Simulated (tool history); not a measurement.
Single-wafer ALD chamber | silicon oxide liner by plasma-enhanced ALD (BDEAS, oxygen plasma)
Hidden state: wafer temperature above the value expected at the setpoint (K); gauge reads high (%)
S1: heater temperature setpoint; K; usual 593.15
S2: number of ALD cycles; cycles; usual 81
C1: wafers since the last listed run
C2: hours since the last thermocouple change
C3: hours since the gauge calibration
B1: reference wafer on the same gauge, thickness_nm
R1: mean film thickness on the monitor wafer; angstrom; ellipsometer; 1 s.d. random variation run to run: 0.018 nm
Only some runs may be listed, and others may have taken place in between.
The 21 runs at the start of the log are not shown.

run,day,S1,S2,C1,C2,C3,B1,R1
22,29.150,593.15,81,81,226.3,191.9,7.826,74.03
23,30.392,584.15,81,122,256.1,221.7,7.838,74.59
24,31.433,593.15,81,102,281.1,246.7,7.842,74.12
25,32.638,602.15,81,118,310.0,275.6,7.852,73.59
26,34.088,593.15,76,143,344.8,310.4,7.858,69.74
27,34.908,580.15,81,80,364.5,330.1,7.859,75.22
28,35.642,599.15,96,72,382.1,347.7,7.862,87.75
29,36.925,603.15,88,126,412.9,378.5,7.873,79.82
30,37.600,593.15,81,66,429.1,394.7,7.877,73.98
31,38.488,607.15,81,87,450.4,416.0,7.880,73.05
32,39.225,602.15,72,72,468.1,433.7,7.884,65.35
33,40.208,593.15,87,97,491.7,457.3,7.888,79.65
34,40.900,579.15,74,68,508.3,473.9,7.887,69.49
35,42.267,602.15,81,134,541.1,506.7,7.889,73.70
36,43.733,593.15,71,144,576.3,541.9,7.896,65.22
37,44.475,593.15,71,73,594.1,559.7,7.897,65.29

Predict each of these 3 candidate next runs independently; none follows another, all start after run 37:
A,44.496,582.15,81,2,594.6,560.2,?,?
B,44.496,579.15,85,2,594.6,560.2,?,?
C,44.496,605.15,72,2,594.6,560.2,?,?

run,B1,R1
A,7.895,75.72
B,7.895,79.75
C,7.895,65.37
Take away the tool's hidden state, keep each run's random variation, and the runs would have read:
run,R1
A,73.74
B,77.67
C,63.66
